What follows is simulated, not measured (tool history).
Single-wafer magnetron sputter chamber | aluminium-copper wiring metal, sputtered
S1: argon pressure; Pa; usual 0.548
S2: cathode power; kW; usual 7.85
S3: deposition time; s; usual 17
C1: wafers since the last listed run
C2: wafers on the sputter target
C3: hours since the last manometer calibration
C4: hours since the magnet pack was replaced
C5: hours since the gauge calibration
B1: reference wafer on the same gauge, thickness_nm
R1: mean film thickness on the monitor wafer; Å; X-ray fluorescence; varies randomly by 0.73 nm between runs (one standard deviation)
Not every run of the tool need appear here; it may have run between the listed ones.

run,hour,S1,S2,S3,C1,C2,C3,C4,C5,B1,R1
1,0,0.548,7.85,17,0,312,1525.1,10333.3,354,208.227,1961.89
# hour 23.7: gauge calibrated
2,31,0.548,7.85,17,923,1236,1556.1,10364.3,7.3,207.719,1960.46
3,46.8,0.548,7.85,17,470,1707,1571.9,10380.1,23.1,208.087,1960.67
4,79.2,0.548,7.85,17,965,2673,1604.3,10412.5,55.5,208.098,1972.58
5,113.7,0.548,7.85,17,1028,3701,1638.8,10447,90,207.941,1942.09
6,147.1,0.548,7.85,17,995,4697,1672.2,10480.4,123.4,207.998,1943.83
7,212.6,0.548,7.85,15.3,1952,6649,1737.7,10545.9,188.9,207.9,1734.11
8,238.1,0.548,7.85,15.3,760,7409,1763.2,10571.4,214.4,207.638,1730.19
# hour 251.3: sputter target and shields replaced
9,273.5,0.46,7.85,17,816,660,1798.6,10606.8,249.8,207.785,2145.63
10,291.4,0.548,7.85,17,533,1194,1816.5,10624.7,267.7,208.061,1956.16
11,322.5,0.548,9.2,15.9,926,2121,1847.6,10655.8,298.8,207.569,2143.68
# hour 340.8: gauge calibrated
# hour 350.8: capacitance manometer re-zeroed and calibrated
12,351.3,0.548,7.85,15.3,619,2741,0.5,10684.6,10.5,207.933,1867.77
# hour 367: magnet pack replaced
13,377.7,0.353,7.85,18.6,548,3289,26.9,10.7,36.9,208.081,2712.7
14,401.8,0.673,8.35,19.7,718,4007,51,34.8,61,208.08,2279.45
# hour 485.7: sputter target and shields replaced
15,492.2,0.548,7.85,15.3,2455,194,141.4,125.2,151.4,207.903,1851.83
16,511.7,0.332,7.85,17,581,776,160.9,144.7,170.9,207.581,2537.59
17,533.8,0.65,7.85,18.4,658,1434,183,166.8,193,208.059,2022.21

What if the next run were any one of these 3? Each begins from the tool's condition after run 17:
A,534.2,0.659,7.85,17,11,1446,183.4,167.2,193.4,?,?
B,534.2,0.371,6.2,20,11,1446,183.4,167.2,193.4,?,?
C,534.2,0.451,6,19.8,11,1446,183.4,167.2,193.4,?,?

run,B1,R1
A,207.87,1853.66
B,207.87,2259.22
C,207.87,2001.36
Without the tool's unlogged condition, the same runs would have read:
run,R1
A,1919.03
B,2292.45
C,2043.1

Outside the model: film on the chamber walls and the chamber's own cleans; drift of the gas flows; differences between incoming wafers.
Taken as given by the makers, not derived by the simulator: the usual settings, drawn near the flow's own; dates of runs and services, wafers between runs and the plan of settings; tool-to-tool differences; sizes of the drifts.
